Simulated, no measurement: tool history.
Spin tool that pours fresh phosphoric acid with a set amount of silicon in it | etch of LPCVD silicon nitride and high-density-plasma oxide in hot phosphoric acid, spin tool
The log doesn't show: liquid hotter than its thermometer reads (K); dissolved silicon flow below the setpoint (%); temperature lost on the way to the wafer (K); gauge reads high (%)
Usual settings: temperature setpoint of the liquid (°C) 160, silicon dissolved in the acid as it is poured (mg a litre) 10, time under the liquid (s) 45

| run | hour | temperature setpoint of the liquid (°C) | silicon dissolved in the acid as it is poured (mg a litre) | time under the liquid (s) | wafers since the last listed run | hours since the thermometer was replaced | hours since the dissolved silicon flow meter was replaced | hours since the heated supply line was repaired | hours since the gauge calibration | read-back film thickness of the LPCVD silicon nitride reference wafer, read on the same gauge (nm) | thickness taken off the LPCVD silicon nitride on a monitor wafer (Å) |
|---|---|---|---|---|---|---|---|---|---|---|---|
| 1 | 0 | 162 | 10 | 35 | 0 | 1061.5 | 1442.7 | 3314 | 282.3 | 40 | 37.81 |
| 2 | 6.9 | 160 | 10 | 45 | 98 | 1068.4 | 1449.6 | 3320.9 | 289.2 | 39.963 | 45.08 |
| 3 | 22.9 | 160 | 10 | 45 | 229 | 1084.4 | 1465.6 | 3336.9 | 305.2 | 39.987 | 45.99 |
| 4 | 38.5 | 160 | 12.5 | 45 | 223 | 1100 | 1481.2 | 3352.5 | 320.8 | 39.989 | 45.51 |
| 5 | 54.7 | 160 | 10 | 45 | 231 | 1116.2 | 1497.4 | 3368.7 | 337 | 40.027 | 45.46 |
|  | 61.6 | gauge calibrated |
| 6 | 71.9 | 160 | 10 | 45 | 246 | 1133.4 | 1514.6 | 3385.9 | 10.3 | 39.993 | 45.46 |
|  | 75.4 | heated supply line repaired |
| 7 | 85.5 | 160 | 10 | 45 | 180 | 1147 | 1528.2 | 10.1 | 23.9 | 39.981 | 45.29 |
| 8 | 92.7 | 160 | 5.5 | 45 | 103 | 1154.2 | 1535.4 | 17.3 | 31.1 | 39.997 | 45.32 |
| 9 | 105.3 | 157.5 | 17 | 65 | 180 | 1166.8 | 1548 | 29.9 | 43.7 | 39.979 | 60.94 |
| 10 | 119.2 | 158 | 6 | 35 | 198 | 1180.7 | 1561.9 | 43.8 | 57.6 | 40.002 | 33.18 |
| 11 | 131.6 | 162.5 | 12.5 | 55 | 177 | 1193.1 | 1574.3 | 56.2 | 70 | 40.007 | 60.1 |
|  | 137.7 | thermometer replaced |
|  | 143.3 | dissolved silicon flow meter replaced |
| 12 | 148.8 | 157.5 | 10 | 45 | 217 | 11.1 | 5.5 | 73.4 | 87.2 | 40.004 | 41.7 |
| 13 | 163 | 159 | 4 | 30 | 203 | 25.3 | 19.7 | 87.6 | 101.4 | 40.01 | 29.39 |
| 14 | 174.6 | 160 | 10 | 45 | 166 | 36.9 | 31.3 | 99.2 | 113 | 39.994 | 45.02 |
| 15 | 183.1 | 163 | 10 | 25 | 121 | 45.4 | 39.8 | 107.7 | 121.5 | 40.003 | 27.97 |
| 16 | 199.7 | 158.5 | 5.5 | 45 | 237 | 62 | 56.4 | 124.3 | 138.1 | 39.989 | 43.07 |
| 17 | 213.2 | 160 | 10 | 45 | 193 | 75.5 | 69.9 | 137.8 | 151.6 | 40.017 | 45.89 |
| 18 | 219.7 | 163 | 10 | 25 | 93 | 82 | 76.4 | 144.3 | 158.1 | 40.04 | 28.42 |
| 19 | 229.4 | 157 | 10 | 50 | 138 | 91.7 | 86.1 | 154 | 167.8 | 39.993 | 45.77 |

The next listed run, before its measurement:
| 20 | 240.3 | 161.5 | 10 | 40 | 156 | 102.6 | 97 | 164.9 | 178.7 | ? | ? |

read-back film thickness of the LPCVD silicon nitride reference wafer, read on the same gauge (nm): 40.016
thickness taken off the LPCVD silicon nitride on a monitor wafer (Å): 42.76
Without the tool's hidden state the same run would have given thickness taken off the LPCVD silicon nitride on a monitor wafer (Å) 42.76.
